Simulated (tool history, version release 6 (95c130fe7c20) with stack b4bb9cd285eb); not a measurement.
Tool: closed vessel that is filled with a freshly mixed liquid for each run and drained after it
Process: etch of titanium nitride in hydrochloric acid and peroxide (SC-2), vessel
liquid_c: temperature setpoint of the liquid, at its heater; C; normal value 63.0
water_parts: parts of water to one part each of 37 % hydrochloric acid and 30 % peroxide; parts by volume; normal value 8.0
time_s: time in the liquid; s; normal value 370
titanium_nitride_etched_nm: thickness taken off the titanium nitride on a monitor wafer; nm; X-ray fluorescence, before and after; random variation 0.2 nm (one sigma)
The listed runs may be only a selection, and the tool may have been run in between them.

| run | hour | liquid_c | water_parts | time_s | read-back film thickness of the titanium nitride reference wafer, read on the same gauge (nm) | titanium_nitride_etched_nm |
|---|---|---|---|---|---|---|
| 1 | 0.0 | 56.5 | 8.0 | 495 | 30.03 | 20.31 |
| 2 | 37.7 | 63.0 | 8.0 | 235 | 30.01 | 14.74 |
| 3 | 68.2 | 63.0 | 8.0 | 370 | 29.99 | 23.06 |
| 4 | 121.1 | 63.0 | 8.0 | 370 | 29.98 | 23.00 |
| 5 | 155.3 | 63.0 | 10.0 | 370 | 30.02 | 19.28 |
|  | 189.9 | thermometer replaced |
| 6 | 208.6 | 63.0 | 10.0 | 370 | 30.02 | 17.38 |
| 7 | 240.9 | 63.0 | 8.0 | 370 | 30.02 | 21.09 |
|  | 242.7 | new drum of peroxide connected |
|  | 253.4 | chemicals flow meter replaced |
| 8 | 288.5 | 63.0 | 8.0 | 370 | 30.01 | 21.35 |
| 9 | 314.9 | 63.0 | 8.0 | 370 | 29.99 | 21.25 |
| 10 | 370.7 | 63.0 | 8.0 | 370 | 30.01 | 21.17 |
| 11 | 430.3 | 63.0 | 8.0 | 370 | 29.99 | 21.32 |
| 12 | 477.0 | 63.0 | 5.0 | 550 | 30.02 | 45.24 |
| 13 | 505.4 | 63.0 | 8.0 | 370 | 30.04 | 21.20 |
| 14 | 562.4 | 63.0 | 8.0 | 370 | 29.99 | 21.54 |
| 15 | 598.6 | 70.5 | 9.0 | 480 | 30.03 | 39.40 |
| 16 | 624.1 | 58.0 | 5.5 | 570 | 29.98 | 32.66 |
| 17 | 659.5 | 70.0 | 9.5 | 535 | 29.99 | 41.06 |
| 18 | 703.2 | 57.5 | 10.5 | 520 | 29.98 | 17.25 |
| 19 | 732.3 | 63.0 | 8.0 | 370 | 29.97 | 21.34 |
|  | 741.4 | gauge calibrated |
| 20 | 802.7 | 70.0 | 4.5 | 370 | 29.98 | 50.93 |
|  | 837.5 | new drum of peroxide connected |
| 21 | 857.6 | 71.0 | 8.0 | 165 | 30.01 | 15.67 |
| 22 | 923.7 | 63.0 | 8.0 | 370 | 30.03 | 21.51 |
| 23 | 992.0 | 56.5 | 8.0 | 495 | 29.98 | 19.10 |
| 24 | 1020.8 | 63.0 | 8.0 | 250 | 30.03 | 14.67 |
| 25 | 1046.2 | 63.0 | 6.5 | 370 | 30.00 | 25.58 |
| 26 | 1076.6 | 55.5 | 11.5 | 520 | 29.99 | 14.35 |
| 27 | 1146.1 | 63.0 | 4.5 | 370 | 30.00 | 33.81 |
| 28 | 1207.3 | 63.0 | 8.0 | 370 | 30.00 | 21.84 |

How would selected steps in titanium_nitride_etched_nm from run to run divide? Give the signed amount a tool lacking its hidden state would still show from settings, what came in and random variation, and the signed amount left for the hidden state, including any gauge scatter that is not in both of the compared results.
The tool's hidden condition here consists of: liquid hotter than its thermometer reads (K); chemicals flow above the setpoint (%); peroxide weaker than its label (%); gauge reads high (%).
Run 5 -> 6: thermometer replaced. titanium_nitride_etched_nm -1.90 nm: hidden state -1.87, all else -0.03.
Run 19 -> 20: liquid_c 63.0 -> 70.0, water_parts 8.0 -> 4.5, gauge calibrated. titanium_nitride_etched_nm +29.59 nm: hidden state +0.91, all else +28.68.
Run 20 -> 21: liquid_c 70.0 -> 71.0, water_parts 4.5 -> 8.0, time_s 370 -> 165, new drum of peroxide connected. titanium_nitride_etched_nm -35.26 nm: hidden state -1.02, all else -34.24.

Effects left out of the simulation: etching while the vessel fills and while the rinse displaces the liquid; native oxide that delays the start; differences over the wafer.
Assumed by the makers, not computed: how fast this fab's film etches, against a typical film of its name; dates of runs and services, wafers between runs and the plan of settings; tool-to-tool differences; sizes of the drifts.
